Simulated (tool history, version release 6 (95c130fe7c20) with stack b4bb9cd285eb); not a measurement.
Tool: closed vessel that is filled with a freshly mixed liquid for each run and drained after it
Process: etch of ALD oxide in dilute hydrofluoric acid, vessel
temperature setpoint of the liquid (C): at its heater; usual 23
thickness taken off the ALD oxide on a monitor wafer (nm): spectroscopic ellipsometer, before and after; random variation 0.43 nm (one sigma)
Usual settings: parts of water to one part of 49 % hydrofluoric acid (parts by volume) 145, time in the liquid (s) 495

| run | day | temperature setpoint of the liquid (C) | parts of water to one part of 49 % hydrofluoric acid (parts by volume) | time in the liquid (s) | read-back film thickness of the ALD oxide reference wafer, read on the same gauge (nm) | thickness taken off the ALD oxide on a monitor wafer (nm) |
|---|---|---|---|---|---|---|
| 1 | 0 | 23 | 145 | 495 | 30.01 | 51.09 |
| 2 | 1.679 | 23 | 145 | 435 | 30.01 | 44.73 |
| 3 | 9.646 | 23 | 145 | 435 | 29.98 | 44.9 |
| 4 | 18.096 | 23 | 145 | 435 | 30.01 | 44.73 |
|  | 18.529 | gauge calibrated |
| 5 | 20.958 | 23 | 145 | 495 | 30.01 | 51.41 |
| 6 | 22.425 | 23 | 145 | 495 | 29.99 | 50.76 |
| 7 | 23.458 | 23 | 145 | 495 | 30.01 | 50.57 |
| 8 | 25.221 | 23 | 165 | 495 | 30 | 43.54 |
| 9 | 26.975 | 23 | 165 | 495 | 29.98 | 43.62 |
| 10 | 29.812 | 23 | 180 | 495 | 29.98 | 39.94 |
| 11 | 32.033 | 23 | 145 | 495 | 30.03 | 51.43 |
|  | 33.046 | hydrofluoric acid flow meter replaced |
| 12 | 33.512 | 26.5 | 95 | 220 | 30 | 42 |
| 13 | 37.608 | 23 | 145 | 495 | 29.99 | 51.46 |
| 14 | 40.058 | 26.5 | 95 | 220 | 29.98 | 41.83 |
| 15 | 41.267 | 24.5 | 145 | 755 | 29.99 | 82.75 |
| 16 | 42.425 | 23 | 215 | 495 | 30.01 | 32.54 |
|  | 43.333 | thermometer replaced |
| 17 | 49.388 | 23 | 120 | 705 | 30.01 | 89.85 |
| 18 | 51.046 | 23 | 145 | 495 | 30.01 | 50.09 |
| 19 | 53.021 | 19.5 | 80 | 765 | 29.98 | 133.17 |
| 20 | 54.538 | 23 | 145 | 495 | 30.01 | 51.34 |
| 21 | 56.183 | 21.5 | 145 | 570 | 30 | 55.42 |
| 22 | 57.75 | 21.5 | 165 | 395 | 30 | 32.9 |
| 23 | 60.321 | 23 | 110 | 635 | 29.96 | 90.47 |
| 24 | 62.129 | 23 | 145 | 495 | 30 | 51.4 |
| 25 | 64.033 | 23 | 175 | 495 | 29.99 | 40.86 |
| 26 | 66.038 | 26.5 | 95 | 220 | 30.01 | 42.44 |
| 27 | 68.438 | 23 | 145 | 495 | 30.01 | 51.27 |
| 28 | 69.825 | 23 | 105 | 495 | 29.99 | 73.09 |
| 29 | 77.954 | 26 | 210 | 265 | 30.02 | 19.56 |
| 30 | 80.588 | 23 | 125 | 495 | 30.02 | 60.88 |
| 31 | 81.846 | 24.5 | 120 | 495 | 30 | 66.82 |
| 32 | 83.875 | 23 | 145 | 495 | 30.01 | 51.01 |
| 33 | 86.379 | 19 | 185 | 495 | 30.01 | 33.24 |

What the log doesn't show, run by run:
liquid colder than its thermometer reads (K): 0 in every run
hydrofluoric acid flow below the setpoint (%): 0 in every run
gauge reads high (%): 0 in every run
